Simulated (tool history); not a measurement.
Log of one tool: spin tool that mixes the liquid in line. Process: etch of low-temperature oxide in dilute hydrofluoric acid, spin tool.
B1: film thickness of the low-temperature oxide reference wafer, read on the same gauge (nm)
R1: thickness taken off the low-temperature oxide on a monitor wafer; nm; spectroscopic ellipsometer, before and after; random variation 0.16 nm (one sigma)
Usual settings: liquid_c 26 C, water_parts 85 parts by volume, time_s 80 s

run 1 hour=0 | liquid_c=26 water_parts=85 time_s=80 | B1=110 | R1=31.35
run 2 hour=31.2 | liquid_c=26 water_parts=85 time_s=80 | B1=110.02 | R1=31.44
run 3 hour=65.4 | liquid_c=26 water_parts=85 time_s=80 | B1=110 | R1=31.49
run 4 hour=92.9 | liquid_c=26 water_parts=85 time_s=80 | B1=110.01 | R1=31.7
run 5 hour=110.5 | liquid_c=29.5 water_parts=85 time_s=80 | B1=109.99 | R1=36.44
run 6 hour=124.6 | liquid_c=29.5 water_parts=85 time_s=80 | B1=110.02 | R1=36.64
run 7 hour=150.1 | liquid_c=29.5 water_parts=85 time_s=80 | B1=109.99 | R1=36.34
run 8 hour=180.3 | liquid_c=26 water_parts=85 time_s=80 | B1=110.01 | R1=31.97
run 9 hour=213.9 | liquid_c=26 water_parts=85 time_s=80 | B1=110 | R1=32.22
run 10 hour=243.8 | liquid_c=26 water_parts=85 time_s=80 | B1=110 | R1=31.83
run 11 hour=277 | liquid_c=26 water_parts=110 time_s=100 | B1=110.01 | R1=30.08
run 12 hour=320.5 | liquid_c=31 water_parts=50 time_s=130 | B1=110.01 | R1=113.29
run 13 hour=352.8 | liquid_c=23.5 water_parts=60 time_s=35 | B1=110.01 | R1=18.95
run 14 hour=370 | liquid_c=23.5 water_parts=115 time_s=35 | B1=110.02 | R1=9.26
run 15 hour=476.6 | liquid_c=26 water_parts=85 time_s=80 | B1=110.02 | R1=30.58
run 16 hour=511.8 | liquid_c=30.5 water_parts=65 time_s=80 | B1=109.99 | R1=49.12
run 17 hour=541.6 | liquid_c=26 water_parts=85 time_s=80 | B1=110 | R1=30.75
run 18 hour=563.3 | liquid_c=26 water_parts=85 time_s=100 | B1=110.01 | R1=39.05
run 19 hour=587.8 | liquid_c=26 water_parts=85 time_s=105 | B1=110.01 | R1=41.32
run 20 hour=608.2 | liquid_c=26 water_parts=85 time_s=80 | B1=110.02 | R1=31.36

Not shown: 3 entries that the log had between the listed runs. Between which runs, and how does the tool's hidden state differ before and after?
Between runs 8 and 9: thermometer replaced (hour 200.3)
  hydrofluoric acid flow above the setpoint (%): 5.84 -> 6.21
  measured less the result without the state, R1: +1.95 -> +2.08 nm
Between runs 14 and 15: hydrofluoric acid flow meter replaced (hour 379.4); gauge calibrated (hour 470.8)
  hydrofluoric acid flow above the setpoint (%): 7.96 -> 2.31
  measured less the result without the state, R1: +0.77 -> +0.76 nm
